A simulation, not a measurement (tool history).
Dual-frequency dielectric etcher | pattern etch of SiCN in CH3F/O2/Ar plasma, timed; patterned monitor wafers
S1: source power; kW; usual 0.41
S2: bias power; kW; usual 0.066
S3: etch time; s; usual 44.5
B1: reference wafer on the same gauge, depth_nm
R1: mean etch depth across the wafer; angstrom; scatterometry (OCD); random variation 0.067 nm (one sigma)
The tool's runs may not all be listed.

run,hour,S1,S2,S3,B1,R1
1,0,0.41,0.066,44.5,19.49,178.4
2,10.4,0.41,0.066,44.5,19.52,177.7
3,21.6,0.41,0.066,44.5,19.53,179.1
4,38.3,0.41,0.066,53.5,19.52,215.2
5,53.1,0.41,0.066,53.5,19.5,214.2
6,65.4,0.41,0.066,53.5,19.53,213.8
7,81.1,0.41,0.066,44.5,19.52,178.6
8,87.9,0.41,0.066,44.5,19.51,178.6
9,98.1,0.41,0.066,44.5,19.51,179.2
10,110.8,0.41,0.066,44.5,19.48,179.9
11,117.6,0.41,0.066,44.5,19.49,178
12,126.6,0.41,0.066,44.5,19.48,178.9
13,139.8,0.46,0.066,44.5,19.51,189.4
# hour 148.3: source power generator calibrated
14,157.1,0.51,0.066,44.5,19.51,198
# hour 181.4: wet clean of the chamber
15,181.9,0.41,0.066,44.5,19.49,177.5

Run 16 comes next. What will it give?
16,182.2,0.33,0.059,56.5,?,?

Run 16 gave B1 19.49, R1 194.1 angstrom.
Without the tool's hidden state the same run would have given R1 193.3 angstrom.
